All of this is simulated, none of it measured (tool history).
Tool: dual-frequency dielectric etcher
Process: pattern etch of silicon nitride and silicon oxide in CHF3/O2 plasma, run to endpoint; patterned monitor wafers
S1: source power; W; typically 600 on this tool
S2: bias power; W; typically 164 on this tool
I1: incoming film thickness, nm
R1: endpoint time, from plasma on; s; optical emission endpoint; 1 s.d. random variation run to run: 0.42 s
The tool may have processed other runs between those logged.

run	hour	S1	S2	I1	R1
1	0.0	600	164	181.0	136.1
2	31.0	640	192	181.4	122.9
3	59.6	640	192	183.6	124.8
# hour 71.2: source power generator calibrated
4	91.8	640	192	182.9	124.3
5	106.6	600	164	180.6	135.1
6	123.4	600	164	183.3	137.2
7	147.9	600	164	182.3	136.6
8	170.4	600	164	183.6	136.8
9	183.0	600	164	182.1	135.3
10	215.0	600	164	180.8	133.7
# hour 244.4: upper electrode replaced
11	245.7	600	164	184.0	136.8
12	269.0	640	192	181.7	122.1
13	369.7	540	164	183.6	139.1
14	383.5	500	190	183.6	131.9
15	396.4	720	194	181.5	115.9
# hour 423.8: bias power generator calibrated
16	424.3	600	164	181.2	136.5
# hour 483.7: wet clean of the chamber
17	484.2	460	204	183.6	136.2
18	484.6	480	196	184.3	137.6
19	510.1	600	164	180.6	138.3
20	524.8	480	151	182.2	154.6
21	556.6	640	191	182.0	126.3
22	590.2	600	135	181.6	152.4

Estimate the outcome of run 23 from the log above:
23	605.1	600	164	181.5	?

{"run 23": {"R1": 138.3}}
Had the tool carried no hidden state, the very same run would have given R1 139.4 s.
